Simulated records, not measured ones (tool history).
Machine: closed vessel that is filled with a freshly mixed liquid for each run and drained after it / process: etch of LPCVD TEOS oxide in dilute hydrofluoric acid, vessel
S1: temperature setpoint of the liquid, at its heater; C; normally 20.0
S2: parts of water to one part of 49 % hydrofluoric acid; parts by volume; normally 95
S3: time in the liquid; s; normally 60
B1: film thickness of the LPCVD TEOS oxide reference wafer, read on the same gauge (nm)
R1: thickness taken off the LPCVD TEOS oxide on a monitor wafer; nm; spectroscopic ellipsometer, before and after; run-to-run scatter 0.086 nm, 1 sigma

Run 1, hour 0.0: usual settings; B1 80.01. Result: R1 24.52 nm.
Run 2, hour 56.5: usual settings; B1 79.97. Result: R1 24.67 nm.
Run 3, hour 120.6: usual settings but S3 75 s; B1 80.01. Result: R1 30.96 nm.
Run 4, hour 167.1: usual settings; B1 79.99. Result: R1 24.62 nm.
Run 5, hour 251.2: usual settings; B1 79.95. Result: R1 24.65 nm.
At hour 254.3: hydrofluoric acid flow meter replaced.
Run 6, hour 333.9: usual settings; B1 80.00. Result: R1 24.62 nm.
Run 7, hour 395.0: usual settings; B1 80.02. Result: R1 24.72 nm.
Run 8, hour 449.0: usual settings; B1 80.03. Result: R1 24.56 nm.
Run 9, hour 526.9: usual settings but S3 70 s; B1 79.98. Result: R1 28.79 nm.
At hour 555.0: thermometer replaced.
Run 10, hour 566.9: usual settings but S3 70 s; B1 79.99. Result: R1 28.90 nm.
Run 11, hour 622.8: usual settings but S3 70 s; B1 80.03. Result: R1 28.56 nm.
Run 12, hour 721.3: usual settings but S1 23.0 C; B1 80.00. Result: R1 28.02 nm.
Run 13, hour 759.1: usual settings but S1 17.0 C, S2 55 parts by volume, S3 75 s; B1 80.03. Result: R1 49.04 nm.
At hour 815.9: hydrofluoric acid flow meter replaced.
Run 14, hour 821.0: usual settings; B1 80.06. Result: R1 24.57 nm.
Run 15, hour 869.6: usual settings but S3 45 s; B1 80.00. Result: R1 18.54 nm.
Run 16, hour 963.2: usual settings but S1 23.0 C; B1 79.99. Result: R1 27.84 nm.
At hour 1009.4: gauge calibrated.
Run 17, hour 1079.5: usual settings but S3 30 s; B1 80.02. Result: R1 12.38 nm.
Run 18, hour 1139.2: usual settings; B1 80.00. Result: R1 24.59 nm.
Run 19, hour 1180.1: usual settings; B1 79.99. Result: R1 24.65 nm.
Run 20, hour 1243.9: usual settings but S1 17.0 C, S2 60 parts by volume; B1 79.96. Result: R1 35.64 nm.
Run 21, hour 1346.0: usual settings but S1 18.5 C; B1 79.98. Result: R1 23.32 nm.
At hour 1352.3: hydrofluoric acid flow meter replaced.
Run 22, hour 1427.9: usual settings but S2 130 parts by volume; B1 80.01. Result: R1 17.31 nm.

Each row is a separate what-if for the run after 22, all from the same tool condition, not one after another. Results?
Run A, hour 1428.6: usual settings but S2 145 parts by volume; B1 ?. Result: R1 ?.
Run B, hour 1428.6: usual settings but S1 21.5 C, S3 45 s; B1 ?. Result: R1 ?.
Run C, hour 1428.6: usual settings but S1 21.5 C; B1 ?. Result: R1 ?.
Run D, hour 1428.6: usual settings but S1 18.0 C, S2 120 parts by volume, S3 90 s; B1 ?. Result: R1 ?.

run     B1     R1
  A  79.94  15.33
  B  79.94  19.70
  C  79.94  26.26
  D  79.94  26.29
With no hidden state in the tool, these same runs would have given:
run     R1
  A  15.33
  B  19.70
  C  26.26
  D  26.29

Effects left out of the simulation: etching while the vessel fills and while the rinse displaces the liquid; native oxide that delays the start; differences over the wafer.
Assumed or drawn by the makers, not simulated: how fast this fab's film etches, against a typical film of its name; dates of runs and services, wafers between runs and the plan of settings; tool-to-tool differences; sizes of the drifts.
